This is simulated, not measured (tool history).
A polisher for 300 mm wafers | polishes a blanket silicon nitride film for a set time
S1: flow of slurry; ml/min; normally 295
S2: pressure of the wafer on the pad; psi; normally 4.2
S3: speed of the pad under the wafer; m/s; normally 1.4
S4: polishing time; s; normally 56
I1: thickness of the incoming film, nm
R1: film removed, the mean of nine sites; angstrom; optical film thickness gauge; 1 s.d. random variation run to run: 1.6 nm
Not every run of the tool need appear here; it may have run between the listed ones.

| run | hour | S1 | S2 | S3 | S4 | I1 | R1 |
|---|---|---|---|---|---|---|---|
| 1 | 0 | 295 | 4.2 | 1.4 | 56 | 904.8 | 1263 |
|  | 16.4 | slurry nozzle cleaned |
| 2 | 41 | 295 | 4.2 | 1.04 | 56 | 906.9 | 1021 |
| 3 | 80 | 295 | 4.2 | 1.04 | 56 | 905.8 | 1030 |
| 4 | 150.8 | 295 | 4.2 | 1.04 | 56 | 914.2 | 1032 |
| 5 | 183.3 | 295 | 4.2 | 1.4 | 56 | 894.2 | 1251 |
|  | 191.4 | worn pad replaced by a new one |
| 6 | 216.6 | 295 | 4.2 | 1.4 | 56 | 907.6 | 1258 |
| 7 | 273.3 | 295 | 4.2 | 1.4 | 56 | 890.9 | 1238 |
| 8 | 298 | 295 | 4.2 | 1.4 | 56 | 882.8 | 1237 |
| 9 | 323.8 | 295 | 4.2 | 1.4 | 56 | 909 | 1211 |
| 10 | 365.1 | 295 | 4.2 | 1.4 | 56 | 903.7 | 1209 |
|  | 418.6 | worn pad replaced by a new one |
| 11 | 429.4 | 295 | 4.2 | 1.4 | 56 | 896.1 | 1206 |
|  | 445.6 | head pressure recalibrated |
| 12 | 492.6 | 295 | 4.2 | 1.4 | 56 | 899 | 1137 |
| 13 | 524.5 | 295 | 4.2 | 1.4 | 45 | 906.2 | 914 |
| 14 | 593.7 | 255 | 4.2 | 1.2 | 44 | 905.7 | 806 |
|  | 607.9 | slurry nozzle cleaned |
| 15 | 626.4 | 220 | 4.2 | 1.4 | 56 | 915 | 1100 |
| 16 | 650.9 | 390 | 3.1 | 0.96 | 74 | 900.6 | 898 |
|  | 693.1 | worn pad replaced by a new one |
| 17 | 708.3 | 265 | 5.1 | 1.62 | 71 | 888.6 | 1867 |
|  | 746.1 | head pressure recalibrated, repeated, since the last time left the tool worse |
| 18 | 778.1 | 295 | 4.2 | 1.4 | 56 | 906 | 1305 |
| 19 | 849.2 | 295 | 4.2 | 1.4 | 45 | 884.7 | 1012 |
| 20 | 881.6 | 210 | 3.4 | 1.6 | 36 | 886.7 | 708 |
|  | 929.1 | worn pad replaced by a new one |
| 21 | 941.1 | 295 | 4.2 | 1.02 | 56 | 887.1 | 1031 |
| 22 | 976.5 | 390 | 3.1 | 0.96 | 74 | 917.9 | 1006 |
| 23 | 1037.5 | 325 | 3.8 | 1.78 | 45 | 880.2 | 1079 |
| 24 | 1088.4 | 390 | 3.6 | 1.78 | 64 | 892.5 | 1480 |
| 25 | 1119.8 | 295 | 5.6 | 1.4 | 56 | 887.1 | 1617 |
| 26 | 1144.3 | 200 | 4.2 | 1.4 | 56 | 889.4 | 1188 |
|  | 1177.4 | worn pad replaced by a new one |
| 27 | 1209 | 295 | 4.2 | 0.96 | 56 | 905.2 | 945 |

3 options for the next run, each taken on its own from the tool as it stands now. Forecast them:
| A | 1209.4 | 295 | 4.2 | 1.4 | 56 | 908.3 | ? |
| B | 1209.4 | 240 | 3.4 | 1.4 | 56 | 908.3 | ? |
| C | 1209.4 | 375 | 4.2 | 1.52 | 56 | 908.3 | ? |

| run | R1 |
|---|---|
| A | 1219 |
| B | 977 |
| C | 1313 |
With the hidden condition removed and each run's random variation left untouched, the same runs would have given:
| run | R1 |
|---|---|
| A | 1293 |
| B | 1037 |
| C | 1392 |

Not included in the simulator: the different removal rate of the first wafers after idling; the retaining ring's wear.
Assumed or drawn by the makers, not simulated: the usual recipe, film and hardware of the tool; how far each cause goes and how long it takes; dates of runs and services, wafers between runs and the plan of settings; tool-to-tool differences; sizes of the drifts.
